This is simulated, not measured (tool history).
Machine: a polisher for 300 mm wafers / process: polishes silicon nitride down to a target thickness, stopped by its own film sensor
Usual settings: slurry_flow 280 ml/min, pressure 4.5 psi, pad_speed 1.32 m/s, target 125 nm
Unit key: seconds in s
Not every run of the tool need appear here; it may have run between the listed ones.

run    hour  slurry_flow  pressure  pad_speed  target  incoming thickness of the incoming film, nm  seconds
  1     0.0          280       4.5       1.32     125                                        278.0     62.2
       53.3  -- head pressure recalibrated
  2    83.9          280       4.5       1.32     125                                        282.8     64.5
      157.4  -- worn pad replaced by a new one
  3   157.9          280       4.5       1.54     125                                        281.3     54.3
  4   199.0          280       4.5       1.32     125                                        286.0     63.4
  5   276.6          280       4.5       1.32     125                                        275.1     60.2
  6   327.0          280       4.5       1.32     125                                        279.6     63.3
  7   387.0          335       4.5       1.32     125                                        280.8     64.1
      443.9  -- slurry nozzle cleaned
  8   444.4          280       4.5       1.16     125                                        280.2     72.6
      476.5  -- worn pad replaced by a new one
  9   520.8          280       4.5       1.32     125                                        277.3     61.3
 10   612.1          280       4.5       1.32     125                                        278.0     62.4
 11   656.9          280       3.6       1.32     125                                        280.3     77.2
 12   720.4          370       4.5       1.32     125                                        275.5     60.3
      786.0  -- worn pad replaced by a new one
 13   796.0          220       4.5       1.32     125                                        279.4     62.8
 14   841.4          280       5.2       1.32     125                                        275.7     51.2
 15   885.2          280       4.5       1.32     144                                        283.3     55.8
      908.8  -- head pressure recalibrated
      981.4  -- slurry nozzle cleaned
 16   981.9          190       4.5       1.32     125                                        278.6     65.6
 17  1047.8          280       4.5       1.32     125                                        278.2     62.9
 18  1088.8          380       5.0       1.32     125                                        281.8     58.1
     1099.9  -- worn pad replaced by a new one
 19  1228.2          235       4.5       0.90     125                                        281.5     88.3
 20  1306.3          360       5.4       1.32     125                                        281.8     52.0
 21  1376.8          335       5.7       1.48      99                                        279.4     53.5
     1416.4  -- worn pad replaced by a new one
 22  1468.1          280       4.5       1.32     125                                        281.4     62.2

Each row is a separate what-if for the run after 22, all from the same tool condition, not one after another. Results?
  A  1468.5          280       4.5       1.32     125                                        278.9        ?
  B  1468.5          280       4.5       1.66      75                                        278.9        ?
  C  1468.5          225       2.9       1.32     125                                        278.9        ?
  D  1468.5          235       6.0       1.32     125                                        278.9        ?

run  seconds
  A     61.5
  B     67.8
  C     97.5
  D     46.9
Without the tool's hidden state the same runs would have given:
run  seconds
  A     60.9
  B     67.2
  C     96.6
  D     46.5

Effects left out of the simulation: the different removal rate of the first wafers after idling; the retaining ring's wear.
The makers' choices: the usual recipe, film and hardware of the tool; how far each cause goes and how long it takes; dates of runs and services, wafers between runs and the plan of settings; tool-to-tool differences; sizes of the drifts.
